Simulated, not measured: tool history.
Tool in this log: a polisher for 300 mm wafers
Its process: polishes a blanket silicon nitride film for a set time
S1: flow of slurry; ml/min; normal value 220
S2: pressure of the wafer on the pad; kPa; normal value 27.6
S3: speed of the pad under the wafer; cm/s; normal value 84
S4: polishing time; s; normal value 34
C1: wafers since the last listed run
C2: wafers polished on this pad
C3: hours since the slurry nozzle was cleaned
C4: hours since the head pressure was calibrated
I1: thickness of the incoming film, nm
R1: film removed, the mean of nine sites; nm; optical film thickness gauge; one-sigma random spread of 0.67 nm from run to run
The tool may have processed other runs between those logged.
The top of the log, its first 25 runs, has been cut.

run,day,S1,S2,S3,S4,C1,C2,C3,C4,I1,R1
26,56.921,185,27.6,84,34,681,864,414.9,485.7,487.6,48.1
# day 58.796: head pressure recalibrated
27,59.112,200,27.6,84,34,672,1536,467.5,7.6,494.2,51.8
28,61.962,200,21.4,68,44,908,2445,535.9,76,490.4,46.7
29,64.246,220,35.9,84,43,728,3173,590.7,130.8,492.7,85.4
30,65.65,220,27.6,84,34,447,3621,624.4,164.5,490.5,52.3
31,67.958,295,27.6,98,34,736,4357,679.8,219.9,498,58.3
# day 68.975: slurry nozzle cleaned
32,69.242,220,27.6,84,34,395,4753,6.4,250.7,482.9,50.8
# day 70.338: worn pad replaced by a new one
33,71.825,265,36.5,72,40,770,473,68.4,312.7,491.8,74.6
34,73.383,220,27.6,98,34,496,970,105.8,350.1,484.4,54.4
35,75.771,280,27.6,84,34,761,1732,163.1,407.4,483,52.6
36,76.867,220,36.5,84,46,349,2081,189.4,433.7,482.5,87

Forecast each of these 5 alternatives for the next run:
A,76.883,220,31.7,84,34,5,2086,189.8,434.1,492.1,?
B,76.883,220,27.6,76,34,5,2086,189.8,434.1,492.1,?
C,76.883,190,27.6,84,34,5,2086,189.8,434.1,492.1,?
D,76.883,220,27.6,84,45,5,2086,189.8,434.1,492.1,?
E,76.883,170,27.6,98,30,5,2086,189.8,434.1,492.1,?

run,R1
A,57.1
B,47.3
C,48.7
D,65.7
E,45.7
What these runs would have given with no unlogged condition in the tool:
run,R1
A,60.1
B,49.8
C,51.3
D,69.1
E,48
